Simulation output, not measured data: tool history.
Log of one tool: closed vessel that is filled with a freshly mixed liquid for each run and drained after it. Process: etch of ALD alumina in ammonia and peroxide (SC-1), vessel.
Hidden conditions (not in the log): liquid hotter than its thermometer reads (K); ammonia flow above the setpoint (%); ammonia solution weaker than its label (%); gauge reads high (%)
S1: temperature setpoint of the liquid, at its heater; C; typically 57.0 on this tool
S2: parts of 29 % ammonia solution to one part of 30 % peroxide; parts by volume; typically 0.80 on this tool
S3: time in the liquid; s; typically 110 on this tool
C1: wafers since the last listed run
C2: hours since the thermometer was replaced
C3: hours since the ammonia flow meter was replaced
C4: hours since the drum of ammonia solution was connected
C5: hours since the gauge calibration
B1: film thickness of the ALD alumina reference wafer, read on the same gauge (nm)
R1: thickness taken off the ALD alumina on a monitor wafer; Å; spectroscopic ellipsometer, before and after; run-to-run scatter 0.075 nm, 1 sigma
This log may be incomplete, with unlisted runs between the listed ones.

{"run": 1, "day": 0.0, "S1": 57.0, "S2": 0.5, "S3": 110, "C1": 0, "C2": 2263.1, "C3": 1249.9, "C4": 392.8, "C5": 246.3, "B1": 97.91, "R1": 74.7}
{"run": 2, "day": 1.1, "S1": 57.0, "S2": 0.65, "S3": 90, "C1": 2246, "C2": 2289.5, "C3": 1276.3, "C4": 419.2, "C5": 272.7, "B1": 97.82, "R1": 62.7}
{"run": 3, "day": 3.846, "S1": 57.0, "S2": 0.8, "S3": 110, "C1": 5608, "C2": 2355.4, "C3": 1342.2, "C4": 485.1, "C5": 338.6, "B1": 97.54, "R1": 77.4}
{"run": 4, "day": 4.854, "S1": 57.0, "S2": 0.8, "S3": 110, "C1": 2059, "C2": 2379.6, "C3": 1366.4, "C4": 509.3, "C5": 362.8, "B1": 97.43, "R1": 78.1}
{"run": 5, "day": 5.808, "S1": 57.0, "S2": 0.8, "S3": 110, "C1": 1948, "C2": 2402.5, "C3": 1389.3, "C4": 532.2, "C5": 385.7, "B1": 97.39, "R1": 79.3}
{"run": 6, "day": 6.421, "S1": 63.0, "S2": 0.8, "S3": 110, "C1": 1250, "C2": 2417.2, "C3": 1404.0, "C4": 546.9, "C5": 400.4, "B1": 97.33, "R1": 107.2}
{"day": 9.488, "done": "ammonia flow meter replaced"}
{"run": 7, "day": 10.804, "S1": 57.0, "S2": 0.8, "S3": 110, "C1": 8867, "C2": 2522.4, "C3": 31.6, "C4": 652.1, "C5": 505.6, "B1": 97.1, "R1": 76.3}
{"day": 11.442, "done": "thermometer replaced"}
{"run": 8, "day": 11.546, "S1": 59.5, "S2": 0.8, "S3": 110, "C1": 1429, "C2": 2.5, "C3": 49.4, "C4": 669.9, "C5": 523.4, "B1": 97.02, "R1": 89.8}
{"run": 9, "day": 13.212, "S1": 59.5, "S2": 0.8, "S3": 110, "C1": 3404, "C2": 42.5, "C3": 89.4, "C4": 709.9, "C5": 563.4, "B1": 96.97, "R1": 88.3}
{"run": 10, "day": 14.388, "S1": 59.5, "S2": 0.8, "S3": 110, "C1": 2399, "C2": 70.7, "C3": 117.6, "C4": 738.1, "C5": 591.6, "B1": 96.95, "R1": 88.6}
{"run": 11, "day": 15.242, "S1": 57.0, "S2": 0.8, "S3": 110, "C1": 1744, "C2": 91.2, "C3": 138.1, "C4": 758.6, "C5": 612.1, "B1": 96.92, "R1": 77.7}
{"run": 12, "day": 15.788, "S1": 57.0, "S2": 0.8, "S3": 110, "C1": 1114, "C2": 104.3, "C3": 151.2, "C4": 771.7, "C5": 625.2, "B1": 96.94, "R1": 76.8}
{"run": 13, "day": 16.408, "S1": 57.0, "S2": 0.8, "S3": 65, "C1": 1268, "C2": 119.2, "C3": 166.1, "C4": 786.6, "C5": 640.1, "B1": 96.92, "R1": 46.6}
{"day": 16.896, "done": "new drum of ammonia solution connected"}
{"run": 14, "day": 17.704, "S1": 57.0, "S2": 0.8, "S3": 110, "C1": 2561, "C2": 150.3, "C3": 197.2, "C4": 19.4, "C5": 671.2, "B1": 96.85, "R1": 79.0}
{"run": 15, "day": 18.812, "S1": 63.0, "S2": 1.0, "S3": 75, "C1": 2263, "C2": 176.9, "C3": 223.8, "C4": 46.0, "C5": 697.8, "B1": 96.81, "R1": 74.4}
{"run": 16, "day": 19.529, "S1": 57.0, "S2": 0.8, "S3": 80, "C1": 1463, "C2": 194.1, "C3": 241.0, "C4": 63.2, "C5": 715.0, "B1": 96.84, "R1": 56.4}
{"day": 19.567, "done": "gauge calibrated"}
{"run": 17, "day": 20.821, "S1": 57.0, "S2": 0.8, "S3": 135, "C1": 2638, "C2": 225.1, "C3": 272.0, "C4": 94.2, "C5": 30.1, "B1": 99.63, "R1": 99.3}
{"run": 18, "day": 21.804, "S1": 57.0, "S2": 0.65, "S3": 110, "C1": 2008, "C2": 248.7, "C3": 295.6, "C4": 117.8, "C5": 53.7, "B1": 99.42, "R1": 76.9}
{"run": 19, "day": 22.429, "S1": 53.5, "S2": 0.4, "S3": 170, "C1": 1276, "C2": 263.7, "C3": 310.6, "C4": 132.8, "C5": 68.7, "B1": 99.26, "R1": 93.9}
{"run": 20, "day": 23.279, "S1": 57.0, "S2": 1.1, "S3": 175, "C1": 1736, "C2": 284.1, "C3": 331.0, "C4": 153.2, "C5": 89.1, "B1": 99.05, "R1": 131.0}
{"run": 21, "day": 24.708, "S1": 51.5, "S2": 0.8, "S3": 60, "C1": 2918, "C2": 318.4, "C3": 365.3, "C4": 187.5, "C5": 123.4, "B1": 98.76, "R1": 32.6}
{"run": 22, "day": 26.1, "S1": 53.5, "S2": 0.8, "S3": 110, "C1": 2842, "C2": 351.8, "C3": 398.7, "C4": 220.9, "C5": 156.8, "B1": 98.54, "R1": 64.7}
{"run": 23, "day": 27.583, "S1": 48.5, "S2": 0.6, "S3": 160, "C1": 3029, "C2": 387.4, "C3": 434.3, "C4": 256.5, "C5": 192.4, "B1": 98.28, "R1": 70.1}
{"run": 24, "day": 28.379, "S1": 57.0, "S2": 0.8, "S3": 110, "C1": 1625, "C2": 406.5, "C3": 453.4, "C4": 275.6, "C5": 211.5, "B1": 98.21, "R1": 78.7}
{"run": 25, "day": 29.804, "S1": 47.5, "S2": 0.55, "S3": 150, "C1": 2910, "C2": 440.7, "C3": 487.6, "C4": 309.8, "C5": 245.7, "B1": 98.0, "R1": 60.9}

Here are 4 independent what-if runs from the current tool condition. What would each one return?
{"run": "A", "day": 29.833, "S1": 57.0, "S2": 0.8, "S3": 110, "C1": 59, "C2": 441.4, "C3": 488.3, "C4": 310.5, "C5": 246.4, "B1": "?", "R1": "?"}
{"run": "B", "day": 29.833, "S1": 57.0, "S2": 0.7, "S3": 130, "C1": 59, "C2": 441.4, "C3": 488.3, "C4": 310.5, "C5": 246.4, "B1": "?", "R1": "?"}
{"run": "C", "day": 29.833, "S1": 57.0, "S2": 0.8, "S3": 165, "C1": 59, "C2": 441.4, "C3": 488.3, "C4": 310.5, "C5": 246.4, "B1": "?", "R1": "?"}
{"run": "D", "day": 29.833, "S1": 57.0, "S2": 1.1, "S3": 110, "C1": 59, "C2": 441.4, "C3": 488.3, "C4": 310.5, "C5": 246.4, "B1": "?", "R1": "?"}

run=A B1=97.99 R1=77.7
run=B B1=97.99 R1=90.6
run=C B1=97.99 R1=116.5
run=D B1=97.99 R1=80.0
Had the tool no hidden state, the same runs would have come out as:
run=A R1=79.2
run=B R1=92.5
run=C R1=118.9
run=D R1=81.7

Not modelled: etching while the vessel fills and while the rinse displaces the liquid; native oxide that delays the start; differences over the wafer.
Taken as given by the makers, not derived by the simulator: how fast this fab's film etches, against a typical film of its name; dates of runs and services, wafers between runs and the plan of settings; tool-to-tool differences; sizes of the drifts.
